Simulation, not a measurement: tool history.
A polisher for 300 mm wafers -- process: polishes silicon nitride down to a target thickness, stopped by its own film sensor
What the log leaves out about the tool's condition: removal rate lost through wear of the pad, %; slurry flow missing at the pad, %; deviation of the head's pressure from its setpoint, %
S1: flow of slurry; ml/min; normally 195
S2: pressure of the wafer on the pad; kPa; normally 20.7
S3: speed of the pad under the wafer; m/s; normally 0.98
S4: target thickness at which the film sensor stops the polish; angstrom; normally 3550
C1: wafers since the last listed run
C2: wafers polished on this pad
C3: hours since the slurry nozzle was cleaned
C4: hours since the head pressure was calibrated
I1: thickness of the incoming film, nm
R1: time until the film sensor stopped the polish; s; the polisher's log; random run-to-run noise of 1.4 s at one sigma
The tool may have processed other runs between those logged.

run,hour,S1,S2,S3,S4,C1,C2,C3,C4,I1,R1
1,0.0,195,20.7,0.90,3430,0,1042,324.7,248.4,487.1,104.0
# hour 16.6: worn pad replaced by a new one
2,17.1,195,20.7,0.90,3430,142,5,341.8,265.5,490.5,111.2
3,23.3,195,20.7,0.98,3550,67,73,348.0,271.7,499.7,99.1
4,36.9,195,20.7,0.98,3550,147,220,361.6,285.3,485.3,90.3
5,53.9,195,20.7,1.14,3550,184,405,378.6,302.3,487.8,84.3
6,68.2,195,20.7,1.14,3550,155,560,392.9,316.6,487.2,83.6
7,80.9,195,20.7,0.98,3330,137,697,405.6,329.3,489.3,113.0
8,98.5,195,20.7,0.98,3330,190,888,423.2,346.9,490.9,115.7
# hour 137.5: head pressure recalibrated
# hour 152.6: worn pad replaced by a new one
9,153.1,195,20.7,0.98,3550,527,5,477.8,15.6,488.8,85.6
10,166.8,195,25.5,1.24,3550,148,153,491.5,29.3,494.6,65.2
11,176.6,195,25.5,1.24,3550,106,260,501.3,39.1,486.4,60.8
12,203.6,195,25.5,1.24,3550,292,553,528.3,66.1,493.4,62.9
13,221.5,195,20.7,0.98,3550,194,747,546.2,84.0,487.8,87.9
14,233.9,195,20.7,0.98,3550,134,881,558.6,96.4,491.2,91.3
15,247.6,195,20.7,0.98,3550,148,1030,572.3,110.1,492.1,91.0
16,257.6,195,20.7,0.98,3550,108,1138,582.3,120.1,482.4,86.1
# hour 261.7: worn pad replaced by a new one
17,272.9,195,20.7,0.98,3550,122,121,597.6,135.4,492.9,92.6
18,284.6,195,20.7,0.70,3850,126,248,609.3,147.1,478.8,79.9
19,300.7,165,15.9,0.88,3550,174,423,625.4,163.2,480.2,122.3
# hour 316.4: slurry nozzle cleaned
20,316.9,195,20.7,0.98,3080,164,588,0.5,179.4,495.1,113.0
21,328.8,195,20.7,0.98,3550,129,717,12.4,191.3,492.5,81.5
22,341.7,265,20.7,1.20,3550,139,857,25.3,204.2,490.8,69.4
23,359.0,195,20.7,0.98,3550,187,1044,42.6,221.5,490.2,84.5
24,371.8,170,22.8,0.66,3370,138,1183,55.4,234.3,498.3,122.1
# hour 378.4: worn pad replaced by a new one
25,383.9,195,20.7,0.98,3550,87,60,67.5,246.4,490.2,81.8
26,398.3,195,20.7,1.14,3550,156,216,81.9,260.8,487.2,74.7
27,415.4,195,17.9,0.98,3710,185,401,99.0,277.9,491.1,83.7
28,427.0,225,14.5,1.08,3930,125,527,110.6,289.5,480.9,70.0
29,435.6,140,25.5,1.10,3780,93,620,119.2,298.1,483.8,56.3
30,442.5,195,20.7,0.70,3550,74,695,126.1,305.0,484.5,103.7
31,456.9,195,20.7,0.98,3550,156,852,140.5,319.4,498.2,93.3
32,466.4,195,20.7,0.98,3550,103,955,150.0,328.9,496.4,92.3
33,478.6,195,25.5,1.24,3550,132,1087,162.2,341.1,488.3,61.6
# hour 496.8: worn pad replaced by a new one
34,497.3,255,20.7,0.98,3690,159,5,180.9,359.8,482.7,71.1
35,502.8,195,18.6,1.08,3550,59,64,186.4,365.3,488.3,90.2
36,509.8,195,20.7,1.20,3550,75,140,193.4,372.3,492.3,80.1
# hour 522.0: head pressure recalibrated
37,553.5,230,15.9,0.74,3910,452,593,237.1,31.5,501.1,99.0
38,568.1,195,20.7,0.98,3550,158,751,251.7,46.1,489.4,85.8

For each run, what was the tool's unlogged condition?
removal rate lost through wear of the pad, %: 0 in every run
H1: slurry flow missing at the pad, %
H2: deviation of the head's pressure from its setpoint, %
run,H1,H2
1,42.5,-8.51
2,43.2,-9.1
3,43.4,-9.31
4,43.9,-9.78
5,44.4,-10.4
6,44.8,-10.9
7,45.1,-11.3
8,45.6,-11.9
9,46.7,0.132
10,46.9,-0.342
11,47.1,-0.681
12,47.4,-1.62
13,47.7,-2.23
14,47.8,-2.66
15,48,-3.14
16,48.1,-3.48
17,48.2,-4.01
18,48.3,-4.42
19,48.5,-4.97
20,0.97,-5.53
21,3.57,-5.95
22,6.2,-6.39
23,9.46,-6.99
24,11.7,-7.43
25,13.6,-7.85
26,15.8,-8.35
27,18.2,-8.94
28,19.7,-9.34
29,20.7,-9.64
30,21.5,-9.88
31,23.1,-10.4
32,24.1,-10.7
33,25.3,-11.1
34,27,-11.8
35,27.5,-12
36,28,-12.2
37,31.1,-1.24
38,32,-1.75
